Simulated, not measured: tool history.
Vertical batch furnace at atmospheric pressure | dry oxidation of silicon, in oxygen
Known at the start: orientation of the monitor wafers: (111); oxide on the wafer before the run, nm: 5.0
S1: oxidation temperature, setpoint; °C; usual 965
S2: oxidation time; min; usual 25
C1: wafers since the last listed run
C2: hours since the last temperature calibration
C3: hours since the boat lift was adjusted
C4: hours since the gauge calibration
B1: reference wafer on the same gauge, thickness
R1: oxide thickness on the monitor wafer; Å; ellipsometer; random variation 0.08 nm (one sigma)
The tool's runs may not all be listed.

run	hour	S1	S2	C1	C2	C3	C4	B1	R1
1	0	965	25	0	2757.5	5558.6	924.8	35.82	316.6
2	66.1	965	31	1008	2823.6	5624.7	990.9	35.77	360.8
3	91.8	965	31	391	2849.3	5650.4	1016.6	35.83	361.8
4	120.2	965	25	433	2877.7	5678.8	1045	35.85	315.9
5	168.4	951	25	735	2925.9	5727	1093.2	35.79	285.6
# hour 206.5: thermocouples replaced and temperature profile calibrated
# hour 224.4: boat lift adjusted
6	224.9	951	25	222	18.4	0.5	1149.7	35.76	283.5
7	247.8	951	25	349	41.3	23.4	1172.6	35.77	283.3
8	272.6	965	25	378	66.1	48.2	1197.4	35.81	314.5
9	297.2	965	25	375	90.7	72.8	1222	35.76	315
10	351.3	965	25	825	144.8	126.9	1276.1	35.81	314.5
11	409.5	953	25	887	203	185.1	1334.3	35.78	286.6
12	466.5	953	25	869	260	242.1	1391.3	35.83	286.7
13	524.9	974	25	890	318.4	300.5	1449.7	35.83	337.8
14	551.9	974	25	411	345.4	327.5	1476.7	35.79	337
15	600.4	974	25	739	393.9	376	1525.2	35.79	335.9
16	661.8	965	25	936	455.3	437.4	1586.6	35.83	312.2
17	730.3	940	37.5	1044	523.8	505.9	1655.1	35.79	334.4
18	764	965	35	513	557.5	539.6	1688.8	35.78	389.2
19	824	978	15.5	915	617.5	599.6	1748.8	35.81	258.7
# hour 835.5: gauge calibrated
20	861.8	941	12.5	576	655.3	637.4	26.3	35.8	173
21	912.3	946	13.5	770	705.8	687.9	76.8	35.86	187.5
22	948.2	965	36	547	741.7	723.8	112.7	35.82	396.3
23	1005.5	983	34.5	873	799	781.1	170	35.79	439.2
24	1041.2	974	25	544	834.7	816.8	205.7	35.8	335
25	1066.1	953	33	379	859.6	841.7	230.6	35.83	339.9
26	1121	955	28.5	837	914.5	896.6	285.5	35.81	316.8
27	1165.3	979	13.5	675	958.8	940.9	329.8	35.81	238.9
28	1193.7	957	13.5	433	987.2	969.3	358.2	35.81	203.7
29	1245.5	965	25	790	1039	1021.1	410	35.79	314.3
30	1282.8	965	25	568	1076.3	1058.4	447.3	35.83	313.9
31	1316.2	965	25	509	1109.7	1091.8	480.7	35.78	312.7
32	1366.5	965	25	767	1160	1142.1	531	35.81	313.5
33	1408.9	965	25	646	1202.4	1184.5	573.4	35.8	313.7
34	1443.9	985	36.5	533	1237.4	1219.5	608.4	35.78	463.1
35	1487.6	950	32	666	1281.1	1263.2	652.1	35.84	325.5
36	1513.5	965	25	395	1307	1289.1	678	35.8	312.9
37	1565.2	965	25	788	1358.7	1340.8	729.7	35.79	313.2
38	1600.6	947	17	539	1394.1	1376.2	765.1	35.82	215.3
39	1641.6	965	25	625	1435.1	1417.2	806.1	35.8	312.8

4 ways to go on from here, each from the tool as it stands after run 39. What would each give?
A	1646.1	965	25	68	1439.6	1421.7	810.6	?	?
B	1646.1	956	15	68	1439.6	1421.7	810.6	?	?
C	1646.1	953	19.5	68	1439.6	1421.7	810.6	?	?
D	1646.1	973	35	68	1439.6	1421.7	810.6	?	?

run	B1	R1
A	35.8	313.2
B	35.8	214.8
C	35.8	245.5
D	35.8	412
Without the tool's hidden state the same runs would have given:
run	R1
A	314.6
B	215.7
C	246.6
D	413.8
